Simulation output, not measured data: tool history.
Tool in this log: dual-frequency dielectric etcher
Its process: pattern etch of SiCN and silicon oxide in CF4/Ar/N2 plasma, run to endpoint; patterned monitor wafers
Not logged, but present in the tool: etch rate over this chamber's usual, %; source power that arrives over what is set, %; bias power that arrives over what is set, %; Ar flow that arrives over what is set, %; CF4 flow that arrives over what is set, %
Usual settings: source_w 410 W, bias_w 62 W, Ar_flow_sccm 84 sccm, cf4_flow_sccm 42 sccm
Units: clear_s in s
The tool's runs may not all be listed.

run,hour,source_w,bias_w,Ar_flow_sccm,cf4_flow_sccm,wafers since the last listed run,hours since the last wet clean,hours since the last source power generator calibration,hours since the last bias power generator calibration,hours since the last Ar flow controller change,hours since the last CF4 flow controller change,hours since the last upper electrode change,"incoming incoming film thickness, nm",clear_s
1,0.0,410,62,84,42,0,334.1,1930.2,3409.5,2551.4,3257.9,2632.4,11.98,15.4
2,10.0,410,62,84,42,98,344.1,1940.2,3419.5,2561.4,3267.9,2642.4,12.12,15.5
3,16.4,410,62,84,42,63,350.5,1946.6,3425.9,2567.8,3274.3,2648.8,12.18,15.6
4,28.8,410,62,84,42,122,362.9,1959.0,3438.3,2580.2,3286.7,2661.2,12.07,15.4
5,36.4,480,62,84,42,75,370.5,1966.6,3445.9,2587.8,3294.3,2668.8,12.07,13.4
6,52.0,480,62,84,42,154,386.1,1982.2,3461.5,2603.4,3309.9,2684.4,12.11,13.5
# hour 86.3: wet clean of the chamber
7,86.8,480,62,84,42,106,0.5,2017.0,3496.3,2638.2,3344.7,2719.2,12.07,14.2
8,87.1,410,62,84,42,2,0.8,2017.3,3496.6,2638.5,3345.0,2719.5,12.14,16.2
9,88.0,410,62,84,42,8,1.7,2018.2,3497.5,2639.4,3345.9,2720.4,12.06,16.2
# hour 100.4: Ar flow controller replaced
10,100.9,410,62,84,42,68,14.6,2031.1,3510.4,0.5,3358.8,2733.3,12.00,16.1
# hour 108.9: bias power generator calibrated
11,113.1,490,56,84,38,81,26.8,2043.3,4.2,12.7,3371.0,2745.5,12.08,14.7
12,120.5,340,53,92,46,73,34.2,2050.7,11.6,20.1,3378.4,2752.9,12.13,20.1

What does the tool deliver on the next run?
13,131.5,410,62,84,42,108,45.2,2061.7,22.6,31.1,3389.4,2763.9,12.14,?

clear_s: 16.2 s
With the hidden condition absent and the run-to-run variation left alone, this run would have shown clear_s 16.2 s.
